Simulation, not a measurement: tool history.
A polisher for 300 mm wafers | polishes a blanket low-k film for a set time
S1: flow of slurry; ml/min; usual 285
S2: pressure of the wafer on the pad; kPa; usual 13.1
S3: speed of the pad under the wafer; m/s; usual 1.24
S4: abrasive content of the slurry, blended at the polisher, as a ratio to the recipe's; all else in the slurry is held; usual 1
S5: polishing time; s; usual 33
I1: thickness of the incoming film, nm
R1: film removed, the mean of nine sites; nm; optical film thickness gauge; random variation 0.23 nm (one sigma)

| run | hour | S1 | S2 | S3 | S4 | S5 | I1 | R1 |
|---|---|---|---|---|---|---|---|---|
| 1 | 0 | 285 | 13.1 | 1.24 | 1 | 30 | 673.2 | 14.8 |
|  | 91.5 | conditioning disc replaced and pad reconditioned |
| 2 | 196.5 | 285 | 11 | 1.24 | 0.85 | 33 | 671.7 | 13.2 |
|  | 207.3 | head pressure recalibrated |
| 3 | 281.6 | 285 | 13.1 | 1.24 | 0.85 | 33 | 667.6 | 15.2 |
|  | 294.4 | slurry blender recalibrated |
| 4 | 365.3 | 285 | 13.1 | 1.24 | 1 | 33 | 665.8 | 16.1 |
| 5 | 409.8 | 285 | 13.1 | 1.24 | 1 | 33 | 670.1 | 16 |
| 6 | 451.4 | 285 | 13.1 | 1.38 | 1.1 | 33 | 673.5 | 17.4 |
| 7 | 529.7 | 285 | 9.7 | 1.52 | 1 | 33 | 662.3 | 13.4 |
|  | 565.4 | worn pad replaced by a new one |
|  | 642.3 | slurry nozzle cleaned |
| 8 | 779 | 235 | 13.1 | 1.38 | 1.15 | 37 | 672.5 | 20.2 |
|  | 845.6 | head pressure recalibrated |
|  | 848.5 | conditioning disc replaced and pad reconditioned |
| 9 | 849 | 285 | 13.1 | 1.24 | 0.9 | 33 | 659.1 | 17.2 |
|  | 988.8 | slurry blender recalibrated |
| 10 | 1098.3 | 285 | 13.1 | 1.24 | 1 | 33 | 675.6 | 15.9 |
| 11 | 1176.9 | 285 | 13.1 | 1.24 | 1 | 33 | 669 | 15.5 |
|  | 1185.9 | worn pad replaced by a new one |
|  | 1227.8 | slurry nozzle cleaned |
| 12 | 1444.8 | 285 | 17.9 | 1.52 | 1.3 | 40 | 673.6 | 32.7 |
|  | 1450.5 | conditioning disc replaced and pad reconditioned |
| 13 | 1483.9 | 285 | 13.1 | 1.24 | 0.9 | 33 | 682.6 | 17 |
|  | 1517.5 | head pressure recalibrated |
| 14 | 1524.1 | 285 | 13.1 | 1.24 | 1 | 44 | 666.1 | 23.3 |
| 15 | 1574.2 | 285 | 11.7 | 1.24 | 1 | 40 | 674.7 | 18.3 |
| 16 | 1635.5 | 285 | 10.3 | 1.24 | 1.15 | 33 | 678.4 | 14.3 |
|  | 1688 | slurry blender recalibrated |
| 17 | 1710.1 | 255 | 9.7 | 1.24 | 1 | 33 | 658 | 11.9 |
| 18 | 1815.8 | 285 | 16.5 | 1.24 | 1 | 33 | 675.2 | 19.2 |
|  | 1836.4 | worn pad replaced by a new one |
| 19 | 1910.3 | 285 | 13.1 | 1.24 | 1 | 33 | 674.9 | 14.9 |
|  | 1930 | slurry nozzle cleaned |
| 20 | 1950 | 195 | 10.3 | 1.24 | 1.25 | 33 | 669.9 | 13.8 |
| 21 | 2050.6 | 225 | 13.1 | 1.38 | 1 | 33 | 674.1 | 16.5 |
|  | 2131.1 | conditioning disc replaced and pad reconditioned |
| 22 | 2146.8 | 285 | 13.1 | 1.24 | 1.3 | 33 | 667 | 19.8 |
|  | 2230.6 | head pressure recalibrated |
| 23 | 2233.6 | 375 | 15.2 | 0.98 | 1 | 25 | 658 | 12.4 |
| 24 | 2320.2 | 285 | 13.1 | 1.24 | 1 | 33 | 665.4 | 16.2 |

5 ways to go on from here, each from the tool as it stands after run 24. What would each give?
| A | 2320.6 | 285 | 13.1 | 1.24 | 1 | 33 | 681.2 | ? |
| B | 2320.6 | 215 | 9 | 1.24 | 1 | 33 | 681.2 | ? |
| C | 2320.6 | 285 | 9.7 | 1.6 | 1.2 | 33 | 681.2 | ? |
| D | 2320.6 | 285 | 17.2 | 1.24 | 1 | 33 | 681.2 | ? |
| E | 2320.6 | 380 | 10.3 | 1.08 | 1.3 | 33 | 681.2 | ? |

| run | R1 |
|---|---|
| A | 15.8 |
| B | 10.6 |
| C | 15.6 |
| D | 20.1 |
| E | 13.5 |
Without the tool's hidden state the same runs would have given:
| run | R1 |
|---|---|
| A | 18.4 |
| B | 12.2 |
| C | 18.2 |
| D | 24.2 |
| E | 15.1 |

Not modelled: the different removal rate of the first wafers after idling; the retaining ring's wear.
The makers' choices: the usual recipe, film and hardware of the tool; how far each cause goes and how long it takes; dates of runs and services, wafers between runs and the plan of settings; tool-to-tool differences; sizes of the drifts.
